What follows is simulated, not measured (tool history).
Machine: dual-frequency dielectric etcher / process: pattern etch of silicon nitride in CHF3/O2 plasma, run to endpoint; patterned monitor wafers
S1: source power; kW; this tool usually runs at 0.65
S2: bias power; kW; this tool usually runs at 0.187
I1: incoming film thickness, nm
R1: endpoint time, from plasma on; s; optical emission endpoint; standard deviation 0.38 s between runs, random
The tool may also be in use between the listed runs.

run,day,S1,S2,I1,R1
1,0,0.55,0.187,77,50.7
2,0.512,0.65,0.187,75.9,47
3,0.821,0.65,0.187,76.3,46.4
4,1.121,0.65,0.187,76.1,46.5
5,1.442,0.65,0.187,76.6,46.7
6,2.142,0.65,0.187,77,46.9
7,2.608,0.65,0.187,75.8,46
8,3.192,0.65,0.187,76.6,46.4
# day 4.396: upper electrode replaced
9,4.417,0.65,0.187,76.2,45.7
10,4.433,0.65,0.187,77,45.9
# day 5.629: source power generator calibrated
# day 6.012: wet clean of the chamber
11,6.05,0.65,0.187,76.4,48
12,6.575,0.55,0.187,76.3,51.2
13,7.304,0.74,0.163,76.1,46
14,7.592,0.72,0.227,76.6,43.2
15,8.221,0.72,0.227,76.7,43.3
# day 8.833: bias power generator calibrated
16,8.854,0.65,0.187,76.8,47.7
17,9.283,0.7,0.145,76.4,50.2
18,9.912,0.53,0.21,76.8,50.3
19,10.583,0.54,0.222,75.6,47.4
20,11.308,0.65,0.218,75.7,45.1
21,12,0.76,0.202,77.4,43.9
22,12.383,0.51,0.217,76,49.5
23,13.083,0.65,0.17,77.6,49

5 options for the next run, each taken on its own from the tool as it stands now. Forecast them:
A,13.1,0.65,0.157,76.8,?
B,13.1,0.58,0.2,76.8,?
C,13.1,0.79,0.156,76.8,?
D,13.1,0.73,0.22,76.8,?
E,13.1,0.71,0.171,76.8,?

run,R1
A,49.4
B,48.4
C,45.7
D,43
E,46.6
With no hidden state in the tool, these same runs would have given:
run,R1
A,50.4
B,49.5
C,46.7
D,43.9
E,47.6

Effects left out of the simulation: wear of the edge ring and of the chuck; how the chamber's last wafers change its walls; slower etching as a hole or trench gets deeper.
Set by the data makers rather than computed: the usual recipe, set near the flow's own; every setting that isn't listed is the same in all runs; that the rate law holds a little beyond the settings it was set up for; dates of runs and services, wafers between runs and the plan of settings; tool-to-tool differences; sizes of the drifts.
